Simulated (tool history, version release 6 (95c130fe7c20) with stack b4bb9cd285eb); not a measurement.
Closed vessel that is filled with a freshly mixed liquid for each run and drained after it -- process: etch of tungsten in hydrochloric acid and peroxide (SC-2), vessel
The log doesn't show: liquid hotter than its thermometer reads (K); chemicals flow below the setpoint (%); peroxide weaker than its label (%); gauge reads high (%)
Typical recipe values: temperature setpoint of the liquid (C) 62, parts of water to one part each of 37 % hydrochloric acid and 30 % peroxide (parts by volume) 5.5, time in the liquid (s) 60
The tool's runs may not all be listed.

run     day  temperature setpoint of the liquid (C)  parts of water to one part each of 37 % hydrochloric acid and 30 % peroxide (parts by volume)  time in the liquid (s)  wafers since the last listed run  hours since the thermometer was replaced  hours since the chemicals flow meter was replaced  hours since the drum of peroxide was connected  hours since the gauge calibration  read-back film thickness of the tungsten reference wafer, read on the same gauge (nm)  thickness taken off the tungsten on a monitor wafer (Å)
  1       0                                      62                                                                                            5.5                      60                                 0                                     310.7                                              411.2                                           406.8                              603.3                                                                                     90                                                    520.4
      0.646  -- gauge calibrated
      1.221  -- new drum of peroxide connected
  2   1.238                                      62                                                                                            5.5                      60                              1866                                     340.4                                              440.9                                             0.4                               14.2                                                                                  90.05                                                    525.7
      3.567  -- chemicals flow meter replaced
  3   4.558                                      62                                                                                            5.5                      60                              5117                                     420.1                                               23.8                                            80.1                               93.9                                                                                  90.02                                                    521.3
  4   6.046                                      62                                                                                            5.5                      60                              2321                                     455.8                                               59.5                                           115.8                              129.6                                                                                  89.97                                                    527.7
  5   7.083                                      62                                                                                            5.5                      60                              1619                                     480.7                                               84.4                                           140.7                              154.5                                                                                  90.01                                                      524
  6   7.992                                      62                                                                                            5.5                      60                              1417                                     502.5                                              106.2                                           162.5                              176.3                                                                                  89.99                                                    528.8
  7   8.496                                      66                                                                                            5.5                      60                               786                                     514.6                                              118.3                                           174.6                              188.4                                                                                  90.01                                                    675.6
  8   9.025                                      62                                                                                            5.5                      60                               825                                     527.3                                                131                                           187.3                              201.1                                                                                  90.01                                                    529.6
  9  10.138                                      62                                                                                            5.5                      60                              1736                                       554                                              157.7                                             214                              227.8                                                                                  89.96                                                    528.2
 10  11.125                                      62                                                                                            5.5                      35                              1541                                     577.7                                              181.4                                           237.7                              251.5                                                                                  89.98                                                    309.2
 11  12.221                                      68                                                                                            5.5                      60                              1710                                       604                                              207.7                                             264                              277.8                                                                                  89.96                                                      766
 12  13.262                                      68                                                                                            5.5                      60                              1625                                       629                                              232.7                                             289                              302.8                                                                                  89.98                                                    760.4
 13  14.208                                      68                                                                                            5.5                      60                              1476                                     651.7                                              255.4                                           311.7                              325.5                                                                                  89.97                                                    766.6
     14.658  -- thermometer replaced
 14  15.671                                      62                                                                                            5.5                      60                              2217                                      24.3                                              290.5                                           346.8                              360.6                                                                                  90.01                                                    519.2
 15  16.617                                      65                                                                                              4                      90                              1476                                        47                                              313.2                                           369.5                              383.3                                                                                  89.99                                                   1176.7
 16  17.892                                      62                                                                                              4                      70                              1989                                      77.6                                              343.8                                           400.1                              413.9                                                                                  90.02                                                    761.7
 17  19.304                                      62                                                                                            5.5                      60                              2204                                     111.5                                              377.7                                             434                              447.8                                                                                  90.02                                                    518.4
     19.588  -- new drum of peroxide connected
 18  20.517                                    58.5                                                                                            7.5                      60                              1827                                     140.6                                              406.8                                            22.3                              476.9                                                                                  89.98                                                    332.7
 19  21.679                                      68                                                                                            8.5                      35                              1814                                     168.5                                              434.7                                            50.2                              504.8                                                                                  89.97                                                    315.1
 20    22.7                                      62                                                                                              4                      90                              1593                                       193                                              459.2                                            74.7                              529.3                                                                                     90                                                    974.2
     23.079  -- chemicals flow meter replaced
       23.9  -- gauge calibrated
 21  24.083                                      62                                                                                            5.5                      60                              2093                                     226.2                                               24.1                                           107.9                                4.4                                                                                  90.03                                                      525
 22  26.142                                      62                                                                                            5.5                      60                              3212                                     275.6                                               73.5                                           157.3                               53.8                                                                                  90.03                                                    522.9
 23  26.767                                      62                                                                                            5.5                      85                               975                                     290.6                                               88.5                                           172.3                               68.8                                                                                  89.99                                                    743.3
 24  27.867                                    69.5                                                                                            5.5                      60                              1716                                       317                                              114.9                                           198.7                               95.2                                                                                     90                                                    825.6
 25  28.904                                    68.5                                                                                              7                      30                              1619                                     341.9                                              139.8                                           223.6                              120.1                                                                                  89.97                                                    327.3
 26  29.483                                      62                                                                                              4                      60                               903                                     355.8                                              153.7                                           237.5                                134                                                                                  90.02                                                      655
 27  30.821                                      62                                                                                            5.5                      60                              2087                                     387.9                                              185.8                                           269.6                              166.1                                                                                     90                                                    526.8
 28  32.025                                      62                                                                                            5.5                      60                              1879                                     416.8                                              214.7                                           298.5                                195                                                                                  89.96                                                    527.3
 29  32.712                                    70.5                                                                                              4                      60                              1072                                     433.3                                              231.2                                             315                              211.5                                                                                  90.03                                                   1101.2

A few steps of thickness taken off the tungsten on a monitor wafer (Å) between consecutive runs. Split each: what settings, incoming material and random variation would produce without the hidden state, and what is left over for the hidden state, along with gauge scatter present in only one of the two compared results (measured, and without hidden state):
Run 10 -> 11: temperature setpoint of the liquid (C) 62 -> 68, time in the liquid (s) 35 -> 60. thickness taken off the tungsten on a monitor wafer (Å) +456.8: hidden state +12.1, all else +444.7.
Run 13 -> 14: temperature setpoint of the liquid (C) 68 -> 62, thermometer replaced. thickness taken off the tungsten on a monitor wafer (Å) -247.4: hidden state -19, all else -228.4.
Run 14 -> 15: temperature setpoint of the liquid (C) 62 -> 65, parts of water to one part each of 37 % hydrochloric acid and 30 % peroxide (parts by volume) 5.5 -> 4, time in the liquid (s) 60 -> 90. thickness taken off the tungsten on a monitor wafer (Å) +657.5: hidden state +3.9, all else +653.6.
Run 19 -> 20: temperature setpoint of the liquid (C) 68 -> 62, parts of water to one part each of 37 % hydrochloric acid and 30 % peroxide (parts by volume) 8.5 -> 4, time in the liquid (s) 35 -> 90. thickness taken off the tungsten on a monitor wafer (Å) +659.1: hidden state +8.1, all else +651.
